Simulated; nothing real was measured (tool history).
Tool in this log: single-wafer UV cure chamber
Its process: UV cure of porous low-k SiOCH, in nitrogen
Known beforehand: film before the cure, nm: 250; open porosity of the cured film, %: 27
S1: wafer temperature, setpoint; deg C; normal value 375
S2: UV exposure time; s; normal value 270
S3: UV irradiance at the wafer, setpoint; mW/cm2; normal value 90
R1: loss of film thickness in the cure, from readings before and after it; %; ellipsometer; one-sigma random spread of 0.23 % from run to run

Run 1, hour 0: usual settings. Result: R1 12.211 %.
Run 2, hour 14.1: usual settings. Result: R1 11.895 %.
Run 3, hour 42.3: usual settings. Result: R1 12.142 %.
Run 4, hour 72.4: usual settings but S1 364 deg C. Result: R1 11.741 %.
Run 5, hour 102: usual settings. Result: R1 12.129 %.
Run 6, hour 133.2: usual settings. Result: R1 12.195 %.
Run 7, hour 166.5: usual settings. Result: R1 12.162 %.
At hour 200.2: quartz window cleaned.
Run 8, hour 200.7: usual settings. Result: R1 12.031 %.
Run 9, hour 218: usual settings. Result: R1 12.068 %.
Run 10, hour 249.4: usual settings but S2 180 s, S3 102 mW/cm2. Result: R1 10.476 %.
Run 11, hour 276.7: usual settings but S2 180 s, S3 102 mW/cm2. Result: R1 10.822 %.
Run 12, hour 308.6: usual settings but S1 368 deg C, S3 75 mW/cm2. Result: R1 10.88 %.
Run 13, hour 321: usual settings but S1 368 deg C, S3 75 mW/cm2. Result: R1 10.937 %.
Run 14, hour 346.9: usual settings but S3 82 mW/cm2. Result: R1 11.773 %.
Run 15, hour 381.6: usual settings but S3 82 mW/cm2. Result: R1 11.334 %.
Run 16, hour 397.9: usual settings but S1 388 deg C. Result: R1 12.195 %.
Run 17, hour 428.2: usual settings. Result: R1 11.748 %.
At hour 438.2: quartz window cleaned.
Run 18, hour 463.1: usual settings but S1 366 deg C, S3 115 mW/cm2. Result: R1 13.274 %.
Run 19, hour 484.3: usual settings but S1 366 deg C, S3 115 mW/cm2. Result: R1 12.933 %.
Run 20, hour 505.8: usual settings but S2 395 s. Result: R1 14.24 %.
At hour 516: UV bulbs replaced.
Run 21, hour 536.8: usual settings but S2 395 s. Result: R1 16.32 %.
Run 22, hour 567: usual settings but S2 395 s. Result: R1 16.653 %.
Run 23, hour 591.2: usual settings but S1 387 deg C, S2 365 s. Result: R1 16.141 %.
Run 24, hour 606.2: usual settings. Result: R1 14.106 %.
Run 25, hour 625.8: usual settings but S1 367 deg C, S2 135 s. Result: R1 10.408 %.
Run 26, hour 644.1: usual settings but S3 64 mW/cm2. Result: R1 12.459 %.
Run 27, hour 670.5: usual settings. Result: R1 13.868 %.
Run 28, hour 684.9: usual settings. Result: R1 14.155 %.
At hour 699.5: quartz window cleaned.
Run 29, hour 700: usual settings but S1 380 deg C, S2 115 s. Result: R1 9.799 %.
Run 30, hour 725.1: usual settings but S2 375 s, S3 66 mW/cm2. Result: R1 13.925 %.
Run 31, hour 757.4: usual settings. Result: R1 14.03 %.
Run 32, hour 844.2: usual settings but S1 383 deg C, S2 420 s, S3 63 mW/cm2. Result: R1 14.348 %.
Run 33, hour 874.2: usual settings. Result: R1 13.607 %.
Run 34, hour 897.1: usual settings. Result: R1 13.605 %.
At hour 918: quartz window cleaned.
Run 35, hour 932.2: usual settings but S1 363 deg C, S2 225 s, S3 113 mW/cm2. Result: R1 13.412 %.
Run 36, hour 961.1: usual settings but S1 390 deg C, S2 150 s, S3 117 mW/cm2. Result: R1 12.454 %.
Run 37, hour 976: usual settings but S1 383 deg C, S3 55 mW/cm2. Result: R1 11.263 %.
Run 38, hour 1008.1: usual settings. Result: R1 13.74 %.
Run 39, hour 1040.4: usual settings but S2 135 s. Result: R1 9.717 %.
Run 40, hour 1053.9: usual settings. Result: R1 13.542 %.
Run 41, hour 1083.8: usual settings but S1 358 deg C, S3 109 mW/cm2. Result: R1 14.132 %.
Run 42, hour 1112.8: usual settings but S1 383 deg C. Result: R1 13.223 %.
Run 43, hour 1132.6: usual settings. Result: R1 12.957 %.
At hour 1151.2: quartz window cleaned.
Run 44, hour 1151.7: usual settings but S1 369 deg C, S2 115 s. Result: R1 8.47 %.

What the log doesn't show, run by run:
transmission lost against a clean window, %: 0, the same for each run
H1: lamp output below its setpoint, %
run    H1
  1  34.9
  2    35
  3    35
  4  35.1
  5  35.2
  6  35.3
  7  35.4
  8  35.5
  9  35.5
 10  35.6
 11  35.7
 12  35.8
 13  35.8
 14  35.8
 15  35.9
 16  35.9
 17    36
 18  36.1
 19  36.1
 20  36.2
 21  1.79
 22  3.03
 23     4
 24  4.58
 25  5.33
 26  6.01
 27  6.97
 28  7.48
 29  8.01
 30  8.87
 31  9.93
 32  12.6
 33  13.5
 34  14.1
 35  15.1
 36  15.8
 37  16.2
 38    17
 39  17.7
 40  18.1
 41  18.7
 42  19.4
 43  19.8
 44  20.2
